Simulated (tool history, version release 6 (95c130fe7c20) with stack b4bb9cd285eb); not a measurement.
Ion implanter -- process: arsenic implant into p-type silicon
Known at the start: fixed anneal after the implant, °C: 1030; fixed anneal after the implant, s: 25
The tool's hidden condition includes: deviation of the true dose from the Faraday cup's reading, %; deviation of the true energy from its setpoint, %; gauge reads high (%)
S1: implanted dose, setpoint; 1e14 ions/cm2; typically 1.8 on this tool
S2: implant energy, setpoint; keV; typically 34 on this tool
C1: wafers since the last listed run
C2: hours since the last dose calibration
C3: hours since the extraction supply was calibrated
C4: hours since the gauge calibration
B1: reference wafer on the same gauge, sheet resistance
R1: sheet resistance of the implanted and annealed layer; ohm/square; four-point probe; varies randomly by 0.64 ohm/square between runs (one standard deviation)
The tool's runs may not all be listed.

Run 1, hour 0: usual settings but S1 2.15 1e14 ions/cm2, S2 40 keV; C1 0; C2 2645.8; C3 3613.5; C4 139.4; B1 356.71. Result: R1 363.21 ohm/square.
At hour 9.1: gauge calibrated.
Run 2, hour 10.6: usual settings; C1 230; C2 2656.4; C3 3624.1; C4 1.5; B1 358.82. Result: R1 425.02 ohm/square.
Run 3, hour 28.2: usual settings; C1 383; C2 2674; C3 3641.7; C4 19.1; B1 358.78. Result: R1 424.75 ohm/square.
Run 4, hour 37: usual settings; C1 191; C2 2682.8; C3 3650.5; C4 27.9; B1 358.67. Result: R1 424.1 ohm/square.
Run 5, hour 48.3: usual settings; C1 246; C2 2694.1; C3 3661.8; C4 39.2; B1 358.59. Result: R1 424.35 ohm/square.
Run 6, hour 64.7: usual settings; C1 357; C2 2710.5; C3 3678.2; C4 55.6; B1 358.29. Result: R1 423.7 ohm/square.
Run 7, hour 79.9: usual settings; C1 331; C2 2725.7; C3 3693.4; C4 70.8; B1 358.19. Result: R1 423.61 ohm/square.
At hour 91.3: Faraday cup replaced and dose calibrated.
At hour 96.2: extraction supply calibrated.
Run 8, hour 96.7: usual settings; C1 83; C2 5.4; C3 0.5; C4 87.6; B1 358.01. Result: R1 424.19 ohm/square.
Run 9, hour 108.9: usual settings; C1 265; C2 17.6; C3 12.7; C4 99.8; B1 357.62. Result: R1 423.01 ohm/square.
Run 10, hour 116.5: usual settings but S1 1.64 1e14 ions/cm2, S2 38 keV; C1 165; C2 25.2; C3 20.3; C4 107.4; B1 357.52. Result: R1 443.83 ohm/square.
Run 11, hour 128: usual settings but S1 2.03 1e14 ions/cm2, S2 28 keV; C1 250; C2 36.7; C3 31.8; C4 118.9; B1 357.23. Result: R1 398.12 ohm/square.
At hour 133: gauge calibrated.
Run 12, hour 139.8: usual settings but S1 1.48 1e14 ions/cm2, S2 29 keV; C1 257; C2 48.5; C3 43.6; C4 6.8; B1 359.19. Result: R1 502.11 ohm/square.
Run 13, hour 153.2: usual settings but S2 27 keV; C1 291; C2 61.9; C3 57; C4 20.2; B1 358.98. Result: R1 440.17 ohm/square.
Run 14, hour 171: usual settings; C1 387; C2 79.7; C3 74.8; C4 38; B1 358.82. Result: R1 423.46 ohm/square.
Run 15, hour 177.7: usual settings but S1 1.95 1e14 ions/cm2, S2 39 keV; C1 145; C2 86.4; C3 81.5; C4 44.7; B1 358.67. Result: R1 392.43 ohm/square.
Run 16, hour 187.6: usual settings but S1 1.29 1e14 ions/cm2, S2 24.5 keV; C1 215; C2 96.3; C3 91.4; C4 54.6; B1 358.77. Result: R1 567.83 ohm/square.
Run 17, hour 196.8: usual settings but S1 1.28 1e14 ions/cm2; C1 200; C2 105.5; C3 100.6; C4 63.8; B1 358.72. Result: R1 538.04 ohm/square.

Measured minus without-hidden-state, run by run (identical run-to-run variation in each term; gauge scatter may differ):
run     R1
  1  -2.23
  2  -0.32
  3  -0.37
  4  -0.42
  5  -0.52
  6  -0.72
  7  -0.98
  8  -1.33
  9  -1.62
 10  -1.92
 11  -2.04
 12  -0.02
 13  -0.07
 14   -0.2
 15  -0.25
 16  -0.55
 17  -0.69
